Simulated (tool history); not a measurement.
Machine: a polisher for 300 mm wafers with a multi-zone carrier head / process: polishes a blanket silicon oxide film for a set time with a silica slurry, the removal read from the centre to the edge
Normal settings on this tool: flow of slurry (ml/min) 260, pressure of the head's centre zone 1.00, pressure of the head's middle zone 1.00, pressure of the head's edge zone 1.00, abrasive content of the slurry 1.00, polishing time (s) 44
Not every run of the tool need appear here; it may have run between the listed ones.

run	day	flow of slurry (ml/min)	pressure of the head's centre zone	pressure of the head's middle zone	pressure of the head's edge zone	abrasive content of the slurry	polishing time (s)	wafers since the last listed run	wafers polished on this pad	hours since the slurry nozzle was cleaned	hours since the centre zone pressure was calibrated	hours since the edge zone pressure was calibrated	hours since the carrier head's membrane was replaced	incoming thickness of the incoming film, nm	film removed at the wafer's centre (nm)	film removed at mid-radius (nm)	film removed at the wafer's edge (nm)
1	0.000	260	1.00	1.07	1.00	1.15	39	0	2819	358.3	47.4	352.4	282.8	1592.6	118.8	129.0	124.3
# day 3.042: slurry nozzle cleaned
2	3.588	260	1.00	1.00	0.96	0.70	44	999	3819	13.1	133.5	438.5	368.9	1625.1	102.2	103.9	105.3
3	6.167	285	1.00	1.00	1.00	1.00	44	727	4547	75.0	195.4	500.4	430.8	1597.9	126.7	132.4	133.1
# day 8.317: worn pad replaced by a new one
4	8.538	260	1.00	0.89	0.94	1.00	44	621	62	131.9	252.3	557.3	487.7	1629.2	127.2	123.0	127.2
5	9.979	260	1.00	1.00	1.00	1.00	44	406	468	166.5	286.9	591.9	522.3	1613.8	128.2	132.6	133.2
6	12.496	225	1.00	1.00	1.07	1.00	44	709	1178	226.9	347.3	652.3	582.7	1641.9	123.6	127.0	137.3
7	15.383	260	1.00	1.00	1.00	1.00	44	814	1992	296.2	416.6	721.6	652.0	1581.6	126.0	131.3	132.5
# day 17.112: carrier head's membrane replaced by a new one
8	17.133	305	1.00	1.00	1.00	0.85	44	434	2427	338.2	458.6	763.6	0.5	1610.2	118.7	121.7	123.4
# day 18.675: slurry nozzle cleaned
9	18.800	260	1.00	1.00	1.00	1.00	44	458	2886	3.0	498.6	803.6	40.5	1600.9	125.3	134.2	133.4
10	20.133	260	1.06	0.96	1.00	0.80	50	376	3262	35.0	530.6	835.6	72.5	1638.0	133.8	125.6	135.2
11	22.462	260	1.00	1.00	1.00	1.00	35	656	3918	90.9	586.5	891.5	128.4	1624.8	101.6	105.9	106.0
12	25.362	260	1.09	1.04	1.00	0.85	44	817	4736	160.5	656.1	961.1	198.0	1601.6	124.7	123.4	121.2
# day 25.629: centre zone pressure recalibrated
# day 27.483: worn pad replaced by a new one
13	27.858	260	1.00	1.00	1.00	0.75	44	633	105	220.4	53.5	1021.0	257.9	1627.3	107.5	111.9	109.5
14	30.412	260	1.00	0.90	1.09	1.00	44	720	825	281.7	114.8	1082.3	319.2	1608.6	125.9	124.9	137.5
15	32.354	260	1.00	1.00	1.11	0.75	44	547	1373	328.3	161.4	1128.9	365.8	1593.0	106.6	111.3	119.6
16	33.962	260	1.04	1.00	1.12	1.00	58	453	1827	366.9	200.0	1167.5	404.4	1603.6	173.4	176.7	182.2
17	36.600	260	1.00	1.00	1.00	1.00	44	743	2570	430.2	263.3	1230.8	467.7	1609.7	126.8	131.0	135.1
# day 37.958: slurry nozzle cleaned
18	39.562	215	1.00	1.00	0.91	1.00	44	823	3394	38.5	334.4	1301.9	538.8	1624.2	123.5	128.3	123.2
19	42.079	260	1.00	1.00	1.00	1.00	44	709	4104	98.9	394.8	1362.3	599.2	1581.9	125.9	130.5	133.9
# day 42.908: worn pad replaced by a new one
20	43.525	260	1.00	1.09	1.09	1.00	44	360	173	133.6	429.5	1397.0	633.9	1608.1	126.9	141.2	138.1

What differs in the tool's unlogged condition from the final listed run ahead of each entry between runs to the first listed run following it?
After run 1, before run 2: slurry nozzle cleaned (day 3.042)
  both runs share identical hidden conditions
After run 3, before run 4: worn pad replaced by a new one (day 8.317)
  both runs share identical hidden conditions
After run 7, before run 8: carrier head's membrane replaced by a new one (day 17.112)
  both runs share identical hidden conditions
After run 8, before run 9: slurry nozzle cleaned (day 18.675)
  both runs share identical hidden conditions
After run 12, before run 13: centre zone pressure recalibrated (day 25.629); worn pad replaced by a new one (day 27.483)
  both runs share identical hidden conditions
After run 17, before run 18: slurry nozzle cleaned (day 37.958)
  both runs share identical hidden conditions
After run 19, before run 20: worn pad replaced by a new one (day 42.908)
  both runs share identical hidden conditions

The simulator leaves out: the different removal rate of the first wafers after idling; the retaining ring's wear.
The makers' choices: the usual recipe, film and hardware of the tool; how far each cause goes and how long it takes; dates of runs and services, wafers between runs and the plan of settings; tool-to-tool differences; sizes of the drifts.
